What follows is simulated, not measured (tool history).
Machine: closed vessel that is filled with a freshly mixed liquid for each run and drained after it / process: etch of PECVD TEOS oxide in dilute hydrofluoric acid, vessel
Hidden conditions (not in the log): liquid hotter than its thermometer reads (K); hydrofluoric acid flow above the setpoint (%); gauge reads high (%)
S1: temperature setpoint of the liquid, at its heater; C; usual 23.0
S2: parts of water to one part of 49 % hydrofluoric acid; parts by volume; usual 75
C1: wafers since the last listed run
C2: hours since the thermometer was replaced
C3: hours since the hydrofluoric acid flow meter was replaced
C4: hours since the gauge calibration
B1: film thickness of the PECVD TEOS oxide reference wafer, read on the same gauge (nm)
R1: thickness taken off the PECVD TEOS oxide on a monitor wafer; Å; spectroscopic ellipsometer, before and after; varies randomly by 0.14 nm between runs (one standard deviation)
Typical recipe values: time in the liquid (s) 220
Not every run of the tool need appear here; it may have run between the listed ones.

Run 1, hour 0.0: usual settings but S1 25.5 C; C1 0; C2 1947.7; C3 1348.5; C4 143.1; B1 40.01. Result: R1 299.7 Å.
Run 2, hour 29.0: usual settings; C1 2778; C2 1976.7; C3 1377.5; C4 172.1; B1 39.98. Result: R1 273.1 Å.
Run 3, hour 54.8: usual settings but S1 19.0 C; C1 2471; C2 2002.5; C3 1403.3; C4 197.9; B1 40.02. Result: R1 229.7 Å.
Run 4, hour 78.7: usual settings but S1 19.0 C; C1 2289; C2 2026.4; C3 1427.2; C4 221.8; B1 39.99. Result: R1 231.1 Å.
Run 5, hour 99.7: usual settings but S1 19.0 C; C1 2012; C2 2047.4; C3 1448.2; C4 242.8; B1 40.02. Result: R1 230.1 Å.
Run 6, hour 115.8: usual settings; C1 1542; C2 2063.5; C3 1464.3; C4 258.9; B1 40.05. Result: R1 271.5 Å.
Run 7, hour 140.7: usual settings; C1 2385; C2 2088.4; C3 1489.2; C4 283.8; B1 40.03. Result: R1 271.0 Å.
Run 8, hour 154.9: usual settings; C1 1360; C2 2102.6; C3 1503.4; C4 298.0; B1 39.98. Result: R1 272.6 Å.
At hour 160.9: thermometer replaced.
Run 9, hour 188.9: usual settings; C1 3161; C2 28.0; C3 1537.4; C4 332.0; B1 39.99. Result: R1 256.5 Å.
Run 10, hour 220.3: usual settings; C1 3008; C2 59.4; C3 1568.8; C4 363.4; B1 39.96. Result: R1 255.7 Å.
Run 11, hour 246.6: usual settings; C1 2519; C2 85.7; C3 1595.1; C4 389.7; B1 40.04. Result: R1 252.8 Å.
Run 12, hour 258.8: usual settings but S2 100 parts by volume; C1 1168; C2 97.9; C3 1607.3; C4 401.9; B1 39.98. Result: R1 185.7 Å.
Run 13, hour 271.1: usual settings but time in the liquid (s) 295; C1 1178; C2 110.2; C3 1619.6; C4 414.2; B1 40.02. Result: R1 341.4 Å.
At hour 290.0: hydrofluoric acid flow meter replaced.
Run 14, hour 290.5: usual settings; C1 1762; C2 129.6; C3 0.5; C4 433.6; B1 40.03. Result: R1 256.9 Å.
Run 15, hour 321.6: usual settings but S1 21.0 C, S2 95 parts by volume; C1 2979; C2 160.7; C3 31.6; C4 464.7; B1 40.00. Result: R1 181.9 Å.
Run 16, hour 343.1: usual settings but S1 26.0 C, S2 40 parts by volume, time in the liquid (s) 125; C1 2059; C2 182.2; C3 53.1; C4 486.2; B1 40.00. Result: R1 324.9 Å.
Run 17, hour 362.8: usual settings; C1 1887; C2 201.9; C3 72.8; C4 505.9; B1 39.99. Result: R1 257.7 Å.
At hour 374.2: gauge calibrated.
Run 18, hour 443.5: usual settings but S2 85 parts by volume, time in the liquid (s) 285; C1 7732; C2 282.6; C3 153.5; C4 69.3; B1 39.98. Result: R1 291.3 Å.
Run 19, hour 477.5: usual settings but S1 24.5 C, time in the liquid (s) 305; C1 3257; C2 316.6; C3 187.5; C4 103.3; B1 39.97. Result: R1 380.2 Å.
Run 20, hour 534.5: usual settings but S1 20.0 C, S2 110 parts by volume; C1 5461; C2 373.6; C3 244.5; C4 160.3; B1 39.99. Result: R1 150.3 Å.
Run 21, hour 556.7: usual settings but S1 25.5 C; C1 2127; C2 395.8; C3 266.7; C4 182.5; B1 39.97. Result: R1 286.2 Å.
Run 22, hour 574.9: usual settings; C1 1743; C2 414.0; C3 284.9; C4 200.7; B1 40.01. Result: R1 258.7 Å.
Run 23, hour 605.0: usual settings; C1 2883; C2 444.1; C3 315.0; C4 230.8; B1 39.98. Result: R1 258.7 Å.
Run 24, hour 627.9: usual settings but S1 19.5 C, S2 35 parts by volume, time in the liquid (s) 135; C1 2194; C2 467.0; C3 337.9; C4 253.7; B1 39.99. Result: R1 312.0 Å.
Run 25, hour 641.6: usual settings but S1 20.0 C, S2 35 parts by volume, time in the liquid (s) 345; C1 1312; C2 480.7; C3 351.6; C4 267.4; B1 39.97. Result: R1 812.7 Å.
Run 26, hour 662.3: usual settings but S2 55 parts by volume; C1 1983; C2 501.4; C3 372.3; C4 288.1; B1 39.96. Result: R1 364.0 Å.
Run 27, hour 687.3: usual settings but S1 18.0 C, S2 55 parts by volume, time in the liquid (s) 175; C1 2395; C2 526.4; C3 397.3; C4 313.1; B1 39.97. Result: R1 235.1 Å.
Run 28, hour 702.2: usual settings but S1 21.0 C, time in the liquid (s) 340; C1 1427; C2 541.3; C3 412.2; C4 328.0; B1 40.00. Result: R1 370.6 Å.
Run 29, hour 734.4: usual settings but S1 21.5 C; C1 3085; C2 573.5; C3 444.4; C4 360.2; B1 39.98. Result: R1 242.7 Å.
Run 30, hour 763.5: usual settings but S1 19.5 C, S2 55 parts by volume, time in the liquid (s) 335; C1 2788; C2 602.6; C3 473.5; C4 389.3; B1 39.98. Result: R1 478.9 Å.
Run 31, hour 791.7: usual settings; C1 2701; C2 630.8; C3 501.7; C4 417.5; B1 39.99. Result: R1 260.2 Å.
Run 32, hour 808.6: usual settings but S1 28.0 C, time in the liquid (s) 295; C1 1619; C2 647.7; C3 518.6; C4 434.4; B1 39.98. Result: R1 424.8 Å.
Run 33, hour 824.3: usual settings but S2 90 parts by volume; C1 1504; C2 663.4; C3 534.3; C4 450.1; B1 39.99. Result: R1 213.1 Å.

Run-by-run hidden state of the tool:
hydrofluoric acid flow above the setpoint (%): 0 at every run
gauge reads high (%): 0 at every run
H1: liquid hotter than its thermometer reads (K)
run     H1
  1   1.78
  2   1.81
  3   1.83
  4   1.85
  5   1.87
  6   1.89
  7   1.91
  8   1.92
  9  0.254
 10  0.282
 11  0.306
 12  0.317
 13  0.328
 14  0.346
 15  0.374
 16  0.394
 17  0.412
 18  0.485
 19  0.516
 20  0.568
 21  0.588
 22  0.604
 23  0.632
 24  0.652
 25  0.665
 26  0.684
 27  0.706
 28   0.72
 29  0.749
 30  0.776
 31  0.801
 32  0.816
 33  0.831

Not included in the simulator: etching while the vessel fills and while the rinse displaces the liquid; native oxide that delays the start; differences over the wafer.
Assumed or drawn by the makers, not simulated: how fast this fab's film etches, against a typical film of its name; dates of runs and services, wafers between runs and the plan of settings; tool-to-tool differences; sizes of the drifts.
